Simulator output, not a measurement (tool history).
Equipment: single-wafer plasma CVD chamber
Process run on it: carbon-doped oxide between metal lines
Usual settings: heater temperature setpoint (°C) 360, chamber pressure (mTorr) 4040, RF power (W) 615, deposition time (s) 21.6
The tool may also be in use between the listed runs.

run,hour,heater temperature setpoint (°C),chamber pressure (mTorr),RF power (W),deposition time (s),wafers since the last listed run,hours since the last thermocouple change,hours since the last RF generator calibration,hours since the last manometer calibration,hours since the showerhead was replaced,hours since the gauge calibration,"read-back reference wafer on the same gauge, thickness_nm",mean film thickness on the monitor wafer (nm)
1,0.0,360,3770,550,21.6,0,2441.9,980.6,2749.4,7961.4,80.3,110.001,106.708
2,13.8,360,3770,550,21.6,356,2455.7,994.4,2763.2,7975.2,94.1,110.002,106.925
3,24.3,360,4040,615,21.6,271,2466.2,1004.9,2773.7,7985.7,104.6,109.975,116.684
4,42.2,360,4040,615,21.6,462,2484.1,1022.8,2791.6,8003.6,122.5,110.002,116.650
5,53.2,360,4040,615,21.6,284,2495.1,1033.8,2802.6,8014.6,133.5,110.051,116.392
6,64.9,372,4040,615,21.6,302,2506.8,1045.5,2814.3,8026.3,145.2,109.954,112.445
7,71.0,360,4040,615,21.6,157,2512.9,1051.6,2820.4,8032.4,151.3,110.016,116.458
8,83.1,360,4040,615,21.6,312,2525.0,1063.7,2832.5,8044.5,163.4,110.006,116.380
9,99.8,360,4040,615,21.6,431,2541.7,1080.4,2849.2,8061.2,180.1,109.955,116.000
# hour 103.7: gauge calibrated
10,108.3,360,4040,615,21.6,219,2550.2,1088.9,2857.7,8069.7,4.6,110.002,116.298
11,119.5,360,4040,615,21.6,289,2561.4,1100.1,2868.9,8080.9,15.8,109.998,116.111
12,133.5,360,4040,545,25.1,361,2575.4,1114.1,2882.9,8094.9,29.8,110.021,123.187
13,143.0,351,4040,615,21.6,245,2584.9,1123.6,2892.4,8104.4,39.3,110.024,119.718
14,159.6,364,3760,495,25.9,429,2601.5,1140.2,2909.0,8121.0,55.9,109.999,115.122
15,170.0,360,4040,680,19.3,268,2611.9,1150.6,2919.4,8131.4,66.3,109.997,111.227
16,179.6,367,4040,615,21.6,248,2621.5,1160.2,2929.0,8141.0,75.9,109.955,113.405
17,188.4,360,4040,615,21.6,227,2630.3,1169.0,2937.8,8149.8,84.7,110.027,115.587
# hour 198.9: showerhead replaced
18,204.6,355,3160,615,21.6,211,2646.5,1185.2,2954.0,5.7,100.9,110.047,114.015
# hour 218.1: thermocouple changed; heater temperature recalibrated
19,219.2,360,4040,725,21.6,170,1.1,1199.8,2968.6,20.3,115.5,110.027,129.672
20,230.6,350,4910,690,23.9,294,12.5,1211.2,2980.0,31.7,126.9,109.994,146.658
# hour 243.9: capacitance manometer re-zeroed and calibrated
# hour 247.7: RF generator calibrated
21,248.2,351,3380,560,18.4,148,30.1,0.5,4.3,49.3,144.5,110.031,97.893
22,253.7,366,4040,615,21.6,142,35.6,6.0,9.8,54.8,150.0,110.015,119.649
# hour 256.2: gauge calibrated
23,270.7,360,4040,615,25.2,439,52.6,23.0,26.8,71.8,14.5,110.005,141.331
24,281.6,366,4040,615,22.8,281,63.5,33.9,37.7,82.7,25.4,109.987,125.762
25,296.4,360,4040,615,21.6,382,78.3,48.7,52.5,97.5,40.2,110.041,121.211
26,303.3,360,4720,515,21.6,178,85.2,55.6,59.4,104.4,47.1,109.951,108.678
27,318.7,360,3710,615,21.6,398,100.6,71.0,74.8,119.8,62.5,109.989,119.657

Some steps in mean film thickness on the monitor wafer (nm), run to run, broken into two amounts with sign: the step expected even without the hidden condition (settings, incoming material, random variation), and the rest, left for the hidden condition together with whatever gauge scatter is not in both the measured and the hidden-condition-free result:
Hidden state present: wafer temperature above the value expected at the setpoint (K); delivered RF power above the setpoint (%); true pressure above the setpoint (%); gauge reads high (%).
Run 19 -> 20: heater temperature setpoint (°C) 360 -> 350, chamber pressure (mTorr) 4040 -> 4910, RF power (W) 725 -> 690, deposition time (s) 21.6 -> 23.9. mean film thickness on the monitor wafer (nm) +16.986: hidden state -1.126, all else +18.112.
Run 20 -> 21: heater temperature setpoint (°C) 350 -> 351, chamber pressure (mTorr) 4910 -> 3380, RF power (W) 690 -> 560, deposition time (s) 23.9 -> 18.4, capacitance manometer re-zeroed and calibrated, RF generator calibrated. mean film thickness on the monitor wafer (nm) -48.765: hidden state +7.854, all else -56.619.
Run 21 -> 22: heater temperature setpoint (°C) 351 -> 366, chamber pressure (mTorr) 3380 -> 4040, RF power (W) 560 -> 615, deposition time (s) 18.4 -> 21.6. mean film thickness on the monitor wafer (nm) +21.756: hidden state -0.206, all else +21.962.

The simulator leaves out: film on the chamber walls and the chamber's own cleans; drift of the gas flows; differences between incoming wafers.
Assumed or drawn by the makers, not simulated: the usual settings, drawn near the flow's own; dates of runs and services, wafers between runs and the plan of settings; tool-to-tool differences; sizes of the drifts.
